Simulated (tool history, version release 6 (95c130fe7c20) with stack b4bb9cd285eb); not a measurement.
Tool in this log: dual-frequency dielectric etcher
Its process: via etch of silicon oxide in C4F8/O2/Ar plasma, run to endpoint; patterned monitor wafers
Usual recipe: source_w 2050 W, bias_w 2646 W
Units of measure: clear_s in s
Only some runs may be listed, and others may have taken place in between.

| run | hour | source_w | bias_w | incoming incoming film thickness, nm | clear_s |
|---|---|---|---|---|---|
| 1 | 0 | 2050 | 2358 | 1383 | 260.5 |
| 2 | 27.4 | 2050 | 2358 | 1391.6 | 263 |
| 3 | 51.9 | 2050 | 2646 | 1405.7 | 257 |
| 4 | 87.5 | 2050 | 2646 | 1402.1 | 255.7 |
| 5 | 112.5 | 2050 | 2646 | 1397.1 | 254.5 |
| 6 | 125.4 | 2050 | 2646 | 1394.1 | 253.1 |
| 7 | 144 | 2050 | 2646 | 1383.8 | 252 |
| 8 | 169.1 | 2050 | 2646 | 1405.4 | 256.2 |
| 9 | 192.5 | 2050 | 2646 | 1397.9 | 254.9 |
| 10 | 225 | 2050 | 2646 | 1394.9 | 253 |
| 11 | 258.6 | 2050 | 2934 | 1400.9 | 245.7 |
| 12 | 273.8 | 2050 | 2934 | 1385.5 | 245.1 |
| 13 | 381 | 2050 | 2934 | 1381.3 | 241.5 |
| 14 | 400 | 2050 | 2646 | 1385.2 | 248.2 |
| 15 | 425.9 | 2050 | 2646 | 1389.2 | 250.6 |
| 16 | 451.7 | 2050 | 2646 | 1387.2 | 250.5 |
| 17 | 464.1 | 2340 | 3003 | 1408.2 | 236.6 |
| 18 | 481.2 | 1820 | 2337 | 1402 | 267.9 |
| 19 | 504.6 | 1660 | 3059 | 1389.6 | 251.1 |
| 20 | 517.3 | 2050 | 2646 | 1380.9 | 249.9 |
| 21 | 552.4 | 2050 | 3168 | 1408.7 | 240.3 |
| 22 | 604.4 | 2340 | 2334 | 1397.8 | 256.7 |
| 23 | 605.3 | 1590 | 3109 | 1388.9 | 258.7 |
| 24 | 633.2 | 2050 | 2358 | 1399.9 | 265.5 |
| 25 | 647 | 2050 | 2646 | 1388.9 | 254.7 |
| 26 | 676.3 | 2050 | 2004 | 1408 | 279.9 |
| 27 | 691.9 | 1840 | 2646 | 1393.6 | 263.1 |
| 28 | 716.6 | 2050 | 2646 | 1393.3 | 255.6 |
| 29 | 748.5 | 2520 | 3224 | 1391.5 | 227.9 |
| 30 | 803.3 | 1670 | 2087 | 1396.1 | 288.5 |
| 31 | 828.2 | 1840 | 2646 | 1395 | 262.5 |
| 32 | 857.2 | 1900 | 3194 | 1378 | 243.2 |
| 33 | 888.5 | 2050 | 2646 | 1395.5 | 254.5 |

Not shown: 4 entries that the log had between the listed runs. Between which runs, and how does the tool's hidden state differ before and after?
From run 16 to run 17: source power generator calibrated (hour 460.5)
  etch rate over this chamber's usual, %: 2.16 -> 2.2
  what was measured, less what the result would be without the hidden state, clear_s: -5.4 -> -5.2 s
From run 18 to run 19: bias power generator calibrated (hour 486.9)
  etch rate over this chamber's usual, %: 2.26 -> 2.34
  what was measured, less what the result would be without the hidden state, clear_s: -6 -> -5.8 s
From run 21 to run 22: wet clean of the chamber (hour 603.9)
  etch rate over this chamber's usual, %: 2.5 -> -0.082
  what was measured, less what the result would be without the hidden state, clear_s: -6 -> +0.3 s
From run 25 to run 26: upper electrode replaced (hour 675.8)
  etch rate over this chamber's usual, %: 0.0629 -> 0.163
  what was measured, less what the result would be without the hidden state, clear_s: -0.1 -> -0.5 s
